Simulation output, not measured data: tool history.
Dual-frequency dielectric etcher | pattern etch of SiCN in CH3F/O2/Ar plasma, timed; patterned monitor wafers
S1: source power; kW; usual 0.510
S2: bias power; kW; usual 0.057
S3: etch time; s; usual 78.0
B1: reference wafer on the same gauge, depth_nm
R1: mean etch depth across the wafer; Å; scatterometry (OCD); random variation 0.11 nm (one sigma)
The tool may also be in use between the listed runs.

Run 1, hour 0.0: usual settings but S2 0.062 kW; B1 33.44. Result: R1 299.0 Å.
Run 2, hour 16.2: usual settings but S2 0.062 kW; B1 33.50. Result: R1 300.8 Å.
Run 3, hour 36.6: usual settings but S2 0.062 kW; B1 33.50. Result: R1 298.0 Å.
Run 4, hour 86.0: usual settings; B1 33.51. Result: R1 289.9 Å.
Run 5, hour 100.0: usual settings; B1 33.44. Result: R1 288.8 Å.
Run 6, hour 121.6: usual settings; B1 33.53. Result: R1 289.0 Å.
Run 7, hour 145.7: usual settings; B1 33.49. Result: R1 287.9 Å.
Run 8, hour 176.3: usual settings; B1 33.50. Result: R1 287.4 Å.
Run 9, hour 210.8: usual settings; B1 33.52. Result: R1 287.0 Å.
Run 10, hour 268.7: usual settings; B1 33.50. Result: R1 286.9 Å.
Run 11, hour 284.2: usual settings; B1 33.51. Result: R1 288.0 Å.
At hour 294.6: bias power generator calibrated.
At hour 327.1: upper electrode replaced.
Run 12, hour 327.6: usual settings but S1 0.410 kW; B1 33.46. Result: R1 256.8 Å.
Run 13, hour 360.0: usual settings but S1 0.410 kW; B1 33.51. Result: R1 256.0 Å.
Run 14, hour 373.1: usual settings but S1 0.410 kW; B1 33.52. Result: R1 257.4 Å.
Run 15, hour 385.7: usual settings but S1 0.410 kW; B1 33.50. Result: R1 257.8 Å.
At hour 395.5: source power generator calibrated.
At hour 416.9: wet clean of the chamber.
Run 16, hour 417.4: usual settings but S1 0.390 kW, S2 0.064 kW, S3 89.0 s; B1 33.48. Result: R1 305.3 Å.
Run 17, hour 435.2: usual settings but S1 0.630 kW, S2 0.053 kW, S3 90.5 s; B1 33.50. Result: R1 368.0 Å.
Run 18, hour 457.2: usual settings but S1 0.410 kW; B1 33.50. Result: R1 263.0 Å.
Run 19, hour 474.5: usual settings but S1 0.390 kW, S2 0.049 kW; B1 33.52. Result: R1 243.2 Å.
At hour 497.6: gauge calibrated.
Run 20, hour 510.4: usual settings but S1 0.600 kW, S2 0.050 kW; B1 33.48. Result: R1 300.6 Å.
Run 21, hour 531.1: usual settings; B1 33.51. Result: R1 292.6 Å.
Run 22, hour 559.2: usual settings but S1 0.600 kW, S2 0.063 kW, S3 59.5 s; B1 33.51. Result: R1 246.7 Å.
Run 23, hour 583.5: usual settings but S1 0.540 kW, S2 0.050 kW; B1 33.51. Result: R1 285.0 Å.
Run 24, hour 609.8: usual settings but S3 96.5 s; B1 33.45. Result: R1 359.0 Å.
Run 25, hour 634.0: usual settings; B1 33.46. Result: R1 291.6 Å.
Run 26, hour 660.5: usual settings but S1 0.610 kW; B1 33.52. Result: R1 314.8 Å.
Run 27, hour 687.3: usual settings; B1 33.49. Result: R1 289.3 Å.
Run 28, hour 707.8: usual settings; B1 33.46. Result: R1 292.1 Å.
Run 29, hour 721.0: usual settings but S1 0.410 kW, S2 0.063 kW, S3 91.5 s; B1 33.50. Result: R1 315.4 Å.

Measured less the same run without the tool's hidden state. The same run-to-run variation is in both; the gauge's scatter may not be:
The hidden state here: etch rate over this chamber's usual, %; source power that arrives over what is set, %; bias power that arrives over what is set, %; gauge reads high (%).
run    R1
  1  -3.0
  2  -3.2
  3  -3.5
  4  -4.1
  5  -4.3
  6  -4.6
  7  -4.8
  8  -5.3
  9  -5.8
 10  -6.5
 11  -6.8
 12  -6.6
 13  -6.9
 14  -7.2
 15  -7.3
 16  -0.1
 17  -0.4
 18  -0.5
 19  -0.6
 20  -1.3
 21  -1.6
 22  -1.7
 23  -2.2
 24  -3.2
 25  -3.0
 26  -3.6
 27  -3.6
 28  -3.9
 29  -4.5
